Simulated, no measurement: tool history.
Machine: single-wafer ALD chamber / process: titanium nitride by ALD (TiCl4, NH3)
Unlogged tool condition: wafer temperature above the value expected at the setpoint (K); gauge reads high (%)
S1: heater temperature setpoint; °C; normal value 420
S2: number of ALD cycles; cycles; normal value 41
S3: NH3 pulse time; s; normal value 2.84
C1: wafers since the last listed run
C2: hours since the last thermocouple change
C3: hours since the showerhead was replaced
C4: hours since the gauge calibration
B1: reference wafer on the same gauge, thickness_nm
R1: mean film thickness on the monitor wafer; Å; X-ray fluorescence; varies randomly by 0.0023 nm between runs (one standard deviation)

run	hour	S1	S2	S3	C1	C2	C3	C4	B1	R1
1	0.0	420	39	2.84	0	1739.6	4223.0	140.8	0.789	8.88
2	30.6	420	41	2.84	96	1770.2	4253.6	171.4	0.787	9.33
3	63.6	420	41	3.72	103	1803.2	4286.6	204.4	0.786	9.34
4	85.5	420	41	3.72	68	1825.1	4308.5	226.3	0.786	9.36
5	101.2	420	41	2.84	49	1840.8	4324.2	242.0	0.786	9.28
6	123.0	420	41	2.84	68	1862.6	4346.0	263.8	0.785	9.28
# hour 170.9: thermocouple changed; heater temperature recalibrated
7	194.1	420	41	3.23	198	23.2	4417.1	334.9	0.781	9.28
8	213.8	420	41	3.23	61	42.9	4436.8	354.6	0.781	9.22
# hour 239.3: gauge calibrated
9	241.4	429	39	2.84	86	70.5	4464.4	2.1	0.790	8.86
10	277.1	420	48	1.71	112	106.2	4500.1	37.8	0.789	10.68
11	296.6	409	41	2.84	61	125.7	4519.6	57.3	0.789	9.32
12	342.9	432	36	1.94	145	172.0	4565.9	103.6	0.789	8.12
# hour 353.0: showerhead replaced
13	358.8	407	45	2.48	24	187.9	5.8	119.5	0.789	10.17
14	374.2	420	41	3.72	48	203.3	21.2	134.9	0.788	9.38
15	392.8	420	38	2.84	58	221.9	39.8	153.5	0.788	8.65
16	423.7	431	41	2.84	97	252.8	70.7	184.4	0.787	9.33
17	450.3	420	41	2.15	83	279.4	97.3	211.0	0.786	9.21
18	477.4	420	33	2.84	85	306.5	124.4	238.1	0.784	7.49
19	511.5	409	41	2.84	107	340.6	158.5	272.2	0.783	9.22

Predict each of these 4 candidate next runs independently; none follows another, all start after run 19:
A	512.0	420	41	2.84	1	341.1	159.0	272.7	?	?
B	512.0	420	41	3.82	1	341.1	159.0	272.7	?	?
C	512.0	416	41	2.84	1	341.1	159.0	272.7	?	?
D	512.0	434	41	3.39	1	341.1	159.0	272.7	?	?

run	B1	R1
A	0.784	9.30
B	0.784	9.37
C	0.784	9.29
D	0.784	9.33
Stripped of hidden state, with their random variation kept, the same runs would have yielded:
run	R1
A	9.38
B	9.45
C	9.37
D	9.41
